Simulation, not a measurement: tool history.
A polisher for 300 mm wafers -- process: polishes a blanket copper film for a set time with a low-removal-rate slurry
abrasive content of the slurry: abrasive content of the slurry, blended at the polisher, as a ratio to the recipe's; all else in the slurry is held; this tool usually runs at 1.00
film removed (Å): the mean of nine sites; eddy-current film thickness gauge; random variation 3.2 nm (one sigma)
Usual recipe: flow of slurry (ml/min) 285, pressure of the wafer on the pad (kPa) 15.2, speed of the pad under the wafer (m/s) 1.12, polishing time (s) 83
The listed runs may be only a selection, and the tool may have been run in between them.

run   hour  flow of slurry (ml/min)  pressure of the wafer on the pad (kPa)  speed of the pad under the wafer (m/s)  abrasive content of the slurry  polishing time (s)  wafers since the last listed run  wafers polished on this pad  hours since the slurry nozzle was cleaned  hours since the head pressure was calibrated  hours since the slurry blender was calibrated  incoming thickness of the incoming film, nm  film removed (Å)
  1    0.0                      365                                    15.2                                    1.12                            0.80                  83                                 0                         1162                                      504.2                                        1067.9                                          287.1                                       1462.3              2028
      15.1  -- worn pad replaced by a new one
  2   27.4                      285                                    15.2                                    1.12                            0.85                  83                               256                          134                                      531.6                                        1095.3                                          314.5                                       1446.3              2080
  3   62.3                      285                                    15.2                                    1.12                            0.85                  83                               382                          516                                      566.5                                        1130.2                                          349.4                                       1451.1              2089
  4   75.6                      285                                    15.2                                    1.12                            1.00                  83                               145                          662                                      579.8                                        1143.5                                          362.7                                       1417.3              2192
  5   98.0                      285                                    15.2                                    1.12                            1.00                  83                               245                          907                                      602.2                                        1165.9                                          385.1                                       1438.4              2190
  6  119.3                      285                                    15.2                                    1.12                            1.00                  83                               233                         1140                                      623.5                                        1187.2                                          406.4                                       1460.1              2164
  7  137.3                      285                                    15.2                                    1.12                            1.00                  83                               197                         1337                                      641.5                                        1205.2                                          424.4                                       1449.6              2238
     142.6  -- worn pad replaced by a new one
     143.9  -- slurry blender recalibrated
  8  171.5                      285                                    15.2                                    1.12                            1.00                  83                               316                          302                                      675.7                                        1239.4                                           27.6                                       1458.4              2182
  9  185.0                      205                                    11.0                                    0.86                            1.00                  83                               147                          450                                      689.2                                        1252.9                                           41.1                                       1479.5              1191
 10  218.2                      285                                    15.2                                    1.12                            0.85                 110                               363                          813                                      722.4                                        1286.1                                           74.3                                       1429.8              2778
 11  234.8                      285                                    12.4                                    1.42                            1.00                  75                               181                          995                                      739.0                                        1302.7                                           90.9                                       1450.4              2053
     250.5  -- head pressure recalibrated
     256.9  -- worn pad replaced by a new one
 12  257.7                      220                                    11.0                                    1.12                            1.20                 101                               185                            8                                      761.9                                           7.2                                          113.8                                       1456.4              2011
     267.6  -- slurry nozzle cleaned
 13  282.1                      285                                    15.2                                    1.12                            1.25                  83                               256                          264                                       14.5                                          31.6                                          138.2                                       1442.0              2430
 14  294.5                      285                                    11.0                                    1.12                            1.00                  83                               135                          400                                       26.9                                          44.0                                          150.6                                       1450.9              1609
 15  318.7                      365                                    15.2                                    1.12                            0.80                  83                               265                          665                                       51.1                                          68.2                                          174.8                                       1466.0              2080
 16  334.6                      285                                    15.2                                    1.12                            1.00                  83                               174                          839                                       67.0                                          84.1                                          190.7                                       1447.3              2180

For each entry between runs, how does the tool's hidden state at the last listed run before it compare with that at the first listed run after it?
Runs 1 to 2: worn pad replaced by a new one (hour 15.1)
  no hidden state differs between the two runs
Runs 7 to 8: worn pad replaced by a new one (hour 142.6); slurry blender recalibrated (hour 143.9)
  no hidden state differs between the two runs
Runs 11 to 12: head pressure recalibrated (hour 250.5); worn pad replaced by a new one (hour 256.9)
  no hidden state differs between the two runs
Runs 12 to 13: slurry nozzle cleaned (hour 267.6)
  no hidden state differs between the two runs
